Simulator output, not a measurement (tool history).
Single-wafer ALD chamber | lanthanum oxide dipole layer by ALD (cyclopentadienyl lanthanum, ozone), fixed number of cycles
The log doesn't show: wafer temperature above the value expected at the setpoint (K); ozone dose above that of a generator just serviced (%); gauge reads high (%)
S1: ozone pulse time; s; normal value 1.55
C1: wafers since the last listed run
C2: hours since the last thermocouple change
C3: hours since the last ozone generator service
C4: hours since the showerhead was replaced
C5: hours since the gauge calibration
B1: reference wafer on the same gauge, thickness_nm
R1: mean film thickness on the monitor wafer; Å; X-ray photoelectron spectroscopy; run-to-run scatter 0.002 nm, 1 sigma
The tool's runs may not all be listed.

| run | hour | S1 | C1 | C2 | C3 | C4 | C5 | B1 | R1 |
|---|---|---|---|---|---|---|---|---|---|
| 1 | 0 | 1.55 | 0 | 2150.1 | 870.7 | 2406.6 | 802.9 | 0.527 | 5.84 |
| 2 | 86.3 | 1.28 | 1071 | 2236.4 | 957 | 2492.9 | 889.2 | 0.525 | 5.53 |
|  | 111.1 | gauge calibrated |
| 3 | 185.7 | 1.28 | 1233 | 2335.8 | 1056.4 | 2592.3 | 74.6 | 0.526 | 5.5 |
| 4 | 291.8 | 1.28 | 1316 | 2441.9 | 1162.5 | 2698.4 | 180.7 | 0.527 | 5.53 |
| 5 | 366.7 | 1.55 | 929 | 2516.8 | 1237.4 | 2773.3 | 255.6 | 0.526 | 5.79 |
| 6 | 442.7 | 1.55 | 943 | 2592.8 | 1313.4 | 2849.3 | 331.6 | 0.526 | 5.76 |
| 7 | 490.4 | 1.16 | 592 | 2640.5 | 1361.1 | 2897 | 379.3 | 0.525 | 5.27 |
| 8 | 572.8 | 1.73 | 1022 | 2722.9 | 1443.5 | 2979.4 | 461.7 | 0.526 | 5.87 |
| 9 | 635 | 1.73 | 772 | 2785.1 | 1505.7 | 3041.6 | 523.9 | 0.526 | 5.87 |
| 10 | 725.1 | 1.55 | 1118 | 2875.2 | 1595.8 | 3131.7 | 614 | 0.526 | 5.74 |
|  | 742.4 | thermocouple changed; heater temperature recalibrated |
| 11 | 794.1 | 1.16 | 757 | 51.7 | 1664.8 | 3200.7 | 683 | 0.526 | 5.18 |
| 12 | 864.9 | 1.93 | 878 | 122.5 | 1735.6 | 3271.5 | 753.8 | 0.526 | 5.94 |
|  | 915.8 | gauge calibrated |
| 13 | 921.2 | 1.96 | 698 | 178.8 | 1791.9 | 3327.8 | 5.4 | 0.526 | 5.91 |
|  | 959.3 | ozone generator serviced |
| 14 | 961.6 | 1.55 | 402 | 219.2 | 2.3 | 3368.2 | 45.8 | 0.526 | 5.88 |
|  | 1018.9 | showerhead replaced |
| 15 | 1043.2 | 1.06 | 913 | 300.8 | 83.9 | 24.3 | 127.4 | 0.526 | 5.2 |
| 16 | 1099.8 | 1.72 | 702 | 357.4 | 140.5 | 80.9 | 184 | 0.526 | 5.98 |
| 17 | 1196.6 | 1.93 | 1201 | 454.2 | 237.3 | 177.7 | 280.8 | 0.526 | 6.02 |
| 18 | 1304.4 | 2.13 | 1337 | 562 | 345.1 | 285.5 | 388.6 | 0.526 | 6.09 |

Across each entry between runs, compare the hidden state at the last listed run before it with the hidden state at the first listed run after it:
Logged between run 2 and run 3: gauge calibrated (hour 111.1)
  ozone dose above that of a generator just serviced (%): -4.78 -> -5.44
  measured result minus the result with no hidden state, R1: -0.08 -> -0.1 Å
Logged between run 10 and run 11: thermocouple changed; heater temperature recalibrated (hour 742.4)
  ozone dose above that of a generator just serviced (%): -10.2 -> -10.9
  measured result minus the result with no hidden state, R1: -0.13 -> -0.25 Å
Logged between run 12 and run 13: gauge calibrated (hour 915.8)
  ozone dose above that of a generator just serviced (%): -11.7 -> -12.3
  measured result minus the result with no hidden state, R1: -0.09 -> -0.09 Å
Logged between run 13 and run 14: ozone generator serviced (hour 959.3)
  ozone dose above that of a generator just serviced (%): -12.3 -> -0.289
  measured result minus the result with no hidden state, R1: -0.09 -> -0.01 Å
Logged between run 14 and run 15: showerhead replaced (hour 1018.9)
  ozone dose above that of a generator just serviced (%): -0.289 -> -0.312
  measured result minus the result with no hidden state, R1: -0.01 -> +0 Å

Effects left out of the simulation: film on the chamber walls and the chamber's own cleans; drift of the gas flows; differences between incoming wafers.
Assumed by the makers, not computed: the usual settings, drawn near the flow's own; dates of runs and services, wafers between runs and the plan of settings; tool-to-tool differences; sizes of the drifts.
